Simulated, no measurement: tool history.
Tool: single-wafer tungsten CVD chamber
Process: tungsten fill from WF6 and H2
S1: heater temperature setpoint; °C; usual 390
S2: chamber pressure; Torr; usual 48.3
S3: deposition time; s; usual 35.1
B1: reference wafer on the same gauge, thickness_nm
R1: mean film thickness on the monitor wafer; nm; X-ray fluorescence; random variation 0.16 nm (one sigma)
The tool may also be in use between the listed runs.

run,hour,S1,S2,S3,B1,R1
1,0,390,48.3,35.1,120.022,103.104
2,8.4,379,48.3,35.1,119.991,80.244
3,25.6,379,48.3,35.1,119.986,80.242
4,33,390,48.3,35.1,119.976,102.984
5,41.8,390,48.3,35.1,120.039,102.817
6,61.5,390,48.3,35.1,119.997,102.847
7,91.2,390,48.3,30.8,119.905,90.319
8,128.8,390,48.3,30.8,120.007,90.628
9,138.7,390,48.3,35.1,119.928,103.246
10,155.8,390,48.3,35.1,119.993,103.366
11,166.1,390,48.3,35.1,119.998,103.51
12,182.7,390,48.3,35.1,119.972,103.177
13,189.9,390,48.3,35.1,120,103.171
# hour 191.9: gauge calibrated
# hour 205.8: capacitance manometer re-zeroed and calibrated
14,206.3,390,55.9,35.1,120.051,111.369
15,218,395,39,35.1,119.959,110.036
16,229.1,396,48.3,31,120.043,106.482
17,239.6,382,42.4,37,119.978,89.361
18,259.1,396,48.3,35.1,120.042,120.61
# hour 270.7: thermocouple changed; heater temperature recalibrated
19,271.2,375,36.2,33.1,119.965,63.226
20,278.2,379,48.3,35.1,120.023,80.447
21,294.5,378,59.5,38.3,119.982,91.618
22,305.3,390,48.3,35.1,120.031,102.937
# hour 325: showerhead replaced
23,325.5,390,48.3,35.1,120.004,103.18
24,330.9,390,48.3,35.1,120.065,103.089
25,340.9,390,48.3,41.9,119.993,123.358
26,350.8,390,42.6,35.1,120.08,99.049
27,368.2,390,39.5,35.1,120.056,96.821
28,378.9,399,54.5,37.2,119.975,138.199
29,390.8,400,60.2,40.6,120.042,158.5
30,403.1,378,48.3,35.1,119.98,78.626
31,426.4,390,48.3,35.1,120.055,103.201
32,438.2,380,48.3,39,119.992,91.413
33,450.2,396,39.3,38.3,120.022,120.162
34,460.8,404,37,31.8,120.064,114.958
35,468,395,48.3,40.4,120.007,131.919

What the log doesn't show, run by run:
gauge reads high (%): 0 in every run
H1: wafer temperature above the value expected at the setpoint (K)
H2: true pressure above the setpoint (%)
run,H1,H2
1,0.853,-7.97
2,0.862,-7.98
3,0.881,-7.99
4,0.889,-7.99
5,0.898,-8
6,0.919,-8.01
7,0.951,-8.03
8,0.992,-8.05
9,1,-8.06
10,1.02,-8.07
11,1.03,-8.07
12,1.05,-8.08
13,1.06,-8.08
14,1.08,-0.908
15,1.09,-1.04
16,1.1,-1.16
17,1.11,-1.28
18,1.13,-1.49
19,0.0253,-1.62
20,0.0328,-1.69
21,0.0504,-1.86
22,0.062,-1.96
23,0.0838,-2.16
24,0.0896,-2.22
25,0.1,-2.31
26,0.111,-2.4
27,0.13,-2.57
28,0.141,-2.66
29,0.154,-2.77
30,0.167,-2.88
31,0.193,-3.08
32,0.205,-3.18
33,0.218,-3.28
34,0.23,-3.36
35,0.237,-3.42
